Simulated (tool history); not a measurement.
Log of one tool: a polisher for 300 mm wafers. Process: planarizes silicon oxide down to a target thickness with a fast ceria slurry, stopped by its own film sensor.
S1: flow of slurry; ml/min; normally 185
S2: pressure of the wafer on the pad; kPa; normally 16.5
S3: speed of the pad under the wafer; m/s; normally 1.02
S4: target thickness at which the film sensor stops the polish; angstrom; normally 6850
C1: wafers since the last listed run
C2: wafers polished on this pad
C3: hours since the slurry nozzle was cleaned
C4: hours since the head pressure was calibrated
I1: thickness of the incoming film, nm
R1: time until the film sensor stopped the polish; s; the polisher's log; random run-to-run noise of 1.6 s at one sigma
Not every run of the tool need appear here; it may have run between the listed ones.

Run 1, hour 0: usual settings but S3 1.14 m/s; C1 0; C2 78; C3 339.9; C4 863.8; I1 1970.3. Result: R1 84.9 s.
Run 2, hour 17.8: usual settings but S3 1.14 m/s; C1 143; C2 222; C3 357.7; C4 881.6; I1 1930.8. Result: R1 82.7 s.
Run 3, hour 34.7: usual settings but S3 1.14 m/s; C1 136; C2 358; C3 374.6; C4 898.5; I1 1960.1. Result: R1 88.2 s.
Run 4, hour 52.4: usual settings; C1 143; C2 501; C3 392.3; C4 916.2; I1 1935.2. Result: R1 97 s.
Run 5, hour 60.7: usual settings; C1 67; C2 568; C3 400.6; C4 924.5; I1 1963.5. Result: R1 99.2 s.
Run 6, hour 71.3: usual settings but S3 1.28 m/s; C1 85; C2 654; C3 411.2; C4 935.1; I1 1927.3. Result: R1 78.6 s.
Run 7, hour 82.9: usual settings but S3 1.28 m/s; C1 93; C2 748; C3 422.8; C4 946.7; I1 1965.9. Result: R1 85.3 s.
Run 8, hour 95.9: usual settings but S2 17.9 kPa; C1 105; C2 853; C3 435.8; C4 959.7; I1 1944.2. Result: R1 91.4 s.
At hour 115.7: worn pad replaced by a new one.
Run 9, hour 134: usual settings but S1 230 ml/min, S2 20 kPa, S3 1.2 m/s, S4 5320 angstrom; C1 275; C2 147; C3 473.9; C4 997.8; I1 1970.7. Result: R1 80 s.
At hour 141.3: slurry nozzle cleaned.
Run 10, hour 143.1: usual settings but S3 0.92 m/s, S4 3870 angstrom; C1 65; C2 213; C3 1.8; C4 1006.9; I1 1986.6. Result: R1 130.4 s.
Run 11, hour 159.4: usual settings but S2 14.5 kPa, S4 9940 angstrom; C1 131; C2 344; C3 18.1; C4 1023.2; I1 1940. Result: R1 74.5 s.
At hour 166.5: head pressure recalibrated.
Run 12, hour 183.1: usual settings; C1 175; C2 520; C3 41.8; C4 16.6; I1 1928.5. Result: R1 98.9 s.
Run 13, hour 200: usual settings but S1 165 ml/min, S3 0.74 m/s, S4 4050 angstrom; C1 136; C2 656; C3 58.7; C4 33.5; I1 1936. Result: R1 154.1 s.
Run 14, hour 217.2: usual settings but S1 225 ml/min; C1 139; C2 795; C3 75.9; C4 50.7; I1 1920.6. Result: R1 90.9 s.

5 options for the next run, each taken on its own from the tool as it stands now. Forecast them:
Run A, hour 217.6: usual settings; C1 3; C2 799; C3 76.3; C4 51.1; I1 1943.9. Result: R1 ?.
Run B, hour 217.6: usual settings but S3 0.76 m/s, S4 3090 angstrom; C1 3; C2 799; C3 76.3; C4 51.1; I1 1943.9. Result: R1 ?.
Run C, hour 217.6: usual settings but S1 215 ml/min, S2 21.4 kPa, S3 0.66 m/s, S4 3650 angstrom; C1 3; C2 799; C3 76.3; C4 51.1; I1 1943.9. Result: R1 ?.
Run D, hour 217.6: usual settings but S2 19.3 kPa; C1 3; C2 799; C3 76.3; C4 51.1; I1 1943.9. Result: R1 ?.
Run E, hour 217.6: usual settings but S2 14.5 kPa, S3 0.8 m/s, S4 2850 angstrom; C1 3; C2 799; C3 76.3; C4 51.1; I1 1943.9. Result: R1 ?.

run     R1
  A   97.9
  B  157.9
  C  138.9
  D   88.5
  E  167.7
The same runs, with their run-to-run variation unchanged, on a tool lacking any hidden condition would have given:
run     R1
  A   88.7
  B    143
  C  125.9
  D   80.2
  E  151.9

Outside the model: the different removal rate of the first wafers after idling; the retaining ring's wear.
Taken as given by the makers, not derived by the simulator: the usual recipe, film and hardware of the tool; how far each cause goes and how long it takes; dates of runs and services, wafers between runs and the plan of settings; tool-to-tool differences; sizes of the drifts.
